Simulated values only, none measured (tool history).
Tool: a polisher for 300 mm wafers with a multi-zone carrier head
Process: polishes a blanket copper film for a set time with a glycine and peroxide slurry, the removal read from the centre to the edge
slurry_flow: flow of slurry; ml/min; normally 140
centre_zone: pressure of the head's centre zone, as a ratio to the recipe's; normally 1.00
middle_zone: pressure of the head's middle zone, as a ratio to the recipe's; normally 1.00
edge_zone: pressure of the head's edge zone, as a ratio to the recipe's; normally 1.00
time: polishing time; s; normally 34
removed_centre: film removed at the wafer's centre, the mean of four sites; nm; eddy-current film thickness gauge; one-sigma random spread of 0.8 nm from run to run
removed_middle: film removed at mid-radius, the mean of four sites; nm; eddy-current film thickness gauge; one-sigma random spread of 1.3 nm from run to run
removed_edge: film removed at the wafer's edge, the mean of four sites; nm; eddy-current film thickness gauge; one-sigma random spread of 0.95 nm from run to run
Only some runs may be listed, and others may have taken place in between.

run   hour  slurry_flow  centre_zone  middle_zone  edge_zone  time  wafers since the last listed run  wafers polished on this pad  hours since the slurry nozzle was cleaned  hours since the centre zone pressure was calibrated  hours since the edge zone pressure was calibrated  hours since the carrier head's membrane was replaced  incoming thickness of the incoming film, nm  removed_centre  removed_middle  removed_edge
  1    0.0          140         1.00         1.00       1.00    34                                 0                          131                                      199.1                                                658.6                                             1277.3                                                 833.2                                       1066.3           121.7           114.9         122.0
  2   10.6          140         1.00         1.00       1.00    34                               123                          255                                      209.7                                                669.2                                             1287.9                                                 843.8                                       1057.2           120.3           115.0         123.3
  3   18.9          140         1.00         1.00       1.00    34                                96                          352                                      218.0                                                677.5                                             1296.2                                                 852.1                                       1056.1           121.1           113.1         122.4
  4   31.3          140         1.00         1.00       1.00    34                               144                          496                                      230.4                                                689.9                                             1308.6                                                 864.5                                       1066.2           120.5           115.6         122.8
  5   64.6          140         1.00         1.00       1.00    34                               388                          885                                      263.7                                                723.2                                             1341.9                                                 897.8                                       1059.9           119.2           111.2         121.1
  6   76.8          140         1.00         1.00       1.00    34                               142                         1028                                      275.9                                                735.4                                             1354.1                                                 910.0                                       1067.5           117.4           112.6         120.6
      85.0  -- worn pad replaced by a new one
  7   86.7          140         1.00         1.00       1.00    34                                68                           20                                      285.8                                                745.3                                             1364.0                                                 919.9                                       1054.4           118.5           111.5         118.9
      93.8  -- slurry nozzle cleaned
      98.8  -- carrier head's membrane replaced by a new one
  8   99.3          140         1.00         1.00       1.00    34                                77                           97                                        5.5                                                757.9                                             1376.6                                                   0.5                                       1041.5           126.1           116.3         125.8
     111.3  -- centre zone pressure recalibrated
     114.4  -- edge zone pressure recalibrated
  9  114.9          140         1.00         1.00       1.00    27                               135                          232                                       21.1                                                  3.6                                                0.5                                                  16.1                                       1060.6            99.8            95.0          99.8
 10  125.9          140         1.00         1.00       1.00    34                               128                          360                                       32.1                                                 14.6                                               11.5                                                  27.1                                       1044.8           125.4           118.0         126.0
 11  136.8          110         1.04         1.00       1.00    34                               127                          488                                       43.0                                                 25.5                                               22.4                                                  38.0                                       1046.2           121.5           112.7         121.4
 12  151.1          185         0.90         1.00       0.96    40                               166                          655                                       57.3                                                 39.8                                               36.7                                                  52.3                                       1054.8           142.5           148.4         151.0
 13  165.1          140         1.04         1.00       1.06    34                               163                          818                                       71.3                                                 53.8                                               50.7                                                  66.3                                       1066.4           129.7           119.2         128.9
     174.8  -- worn pad replaced by a new one
 14  176.7          120         1.00         1.00       1.12    29                                88                           21                                       82.9                                                 65.4                                               62.3                                                  77.9                                       1052.7           102.2            97.5         109.8
 15  215.5          140         1.00         0.88       1.00    34                               452                          474                                      121.7                                                104.2                                              101.1                                                 116.7                                       1043.3           122.9           107.5         124.5

Some steps in removed_centre between neighbouring runs. How much of each would the tool show without its hidden state too (settings, what came in, random variation), and how much is left for the hidden state, with any gauge scatter that isn't in both results?
Hidden state present: removal rate lost through wear of the pad, %; slurry flow missing at the pad, %; deviation of the centre zone's pressure from its setpoint, %; deviation of the edge zone's pressure from its setpoint, %.
Run 7 -> 8: slurry nozzle cleaned, carrier head's membrane replaced by a new one. removed_centre +7.6 nm: hidden state +8.1, all else -0.5.
Run 13 -> 14: slurry_flow 140 -> 120, centre_zone 1.04 -> 1.00, edge_zone 1.06 -> 1.12, time 34 -> 29, worn pad replaced by a new one. removed_centre -27.5 nm: hidden state -0.1, all else -27.4.

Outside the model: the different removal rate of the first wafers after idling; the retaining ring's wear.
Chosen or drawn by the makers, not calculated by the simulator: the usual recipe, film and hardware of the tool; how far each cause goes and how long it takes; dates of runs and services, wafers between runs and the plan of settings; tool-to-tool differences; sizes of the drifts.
